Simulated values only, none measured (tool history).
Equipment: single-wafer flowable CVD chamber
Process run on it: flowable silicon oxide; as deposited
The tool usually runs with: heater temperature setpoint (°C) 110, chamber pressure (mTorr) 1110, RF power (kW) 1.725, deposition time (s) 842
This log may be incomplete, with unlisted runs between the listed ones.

| run | day | heater temperature setpoint (°C) | chamber pressure (mTorr) | RF power (kW) | deposition time (s) | read-back reference wafer on the same gauge, thickness_nm | mean film thickness on the monitor wafer (Å) |
|---|---|---|---|---|---|---|---|
| 1 | 0 | 110 | 1110 | 1.725 | 842 | 501.006 | 5927.81 |
| 2 | 0.65 | 110 | 1110 | 1.725 | 842 | 500.625 | 5979.37 |
|  | 0.996 | gauge calibrated |
| 3 | 1.104 | 110 | 1110 | 1.945 | 842 | 501.082 | 6186.63 |
| 4 | 1.8 | 110 | 1110 | 1.945 | 842 | 501.084 | 6190.46 |
| 5 | 2.288 | 110 | 1110 | 1.945 | 842 | 500.854 | 6178.53 |
| 6 | 2.888 | 110 | 1110 | 1.725 | 925 | 501.103 | 6582.09 |
|  | 3.462 | capacitance manometer re-zeroed and calibrated |
| 7 | 3.562 | 110 | 1110 | 1.725 | 925 | 501.041 | 6591.06 |
|  | 4.342 | thermocouple changed; heater temperature recalibrated |
|  | 4.588 | RF generator calibrated |
|  | 4.725 | showerhead replaced |
| 8 | 4.746 | 110 | 1110 | 1.725 | 842 | 501.104 | 6764.21 |
| 9 | 4.767 | 110 | 1110 | 1.965 | 842 | 500.99 | 7020.75 |
| 10 | 5.042 | 116 | 1110 | 1.615 | 842 | 500.782 | 5424.28 |
| 11 | 5.438 | 110 | 1110 | 1.725 | 925 | 500.689 | 7418.16 |
|  | 5.696 | gauge calibrated |
|  | 5.879 | thermocouple changed; heater temperature recalibrated, repeated, since the last time left the tool worse |
| 12 | 5.971 | 110 | 1200 | 1.725 | 842 | 500.993 | 5579.63 |
| 13 | 6.554 | 104 | 1200 | 1.855 | 999 | 501.274 | 8225.71 |
| 14 | 6.808 | 110 | 1110 | 1.55 | 842 | 500.849 | 5006.85 |
| 15 | 7.121 | 110 | 1110 | 1.725 | 939 | 501.255 | 5820.27 |

Hidden state or all else? Some run-to-run changes of mean film thickness on the monitor wafer (Å), split into what the settings, what came in and random variation would give without the hidden state, and what is left for the hidden state (with any gauge scatter that isn't in both results):
The tool's hidden condition here consists of: wafer temperature above the value expected at the setpoint (K); delivered RF power above the setpoint (%); true pressure above the setpoint (%); gauge reads high (%).
Run 11 -> 12: chamber pressure (mTorr) 1110 -> 1200, deposition time (s) 925 -> 842, gauge calibrated, thermocouple changed; heater temperature recalibrated, repeated, since the last time left the tool worse. mean film thickness on the monitor wafer (Å) -1838.53: hidden state -1703.02, all else -135.51.
Run 13 -> 14: heater temperature setpoint (°C) 104 -> 110, chamber pressure (mTorr) 1200 -> 1110, RF power (kW) 1.855 -> 1.55, deposition time (s) 999 -> 842. mean film thickness on the monitor wafer (Å) -3218.86: hidden state +43.79, all else -3262.65.

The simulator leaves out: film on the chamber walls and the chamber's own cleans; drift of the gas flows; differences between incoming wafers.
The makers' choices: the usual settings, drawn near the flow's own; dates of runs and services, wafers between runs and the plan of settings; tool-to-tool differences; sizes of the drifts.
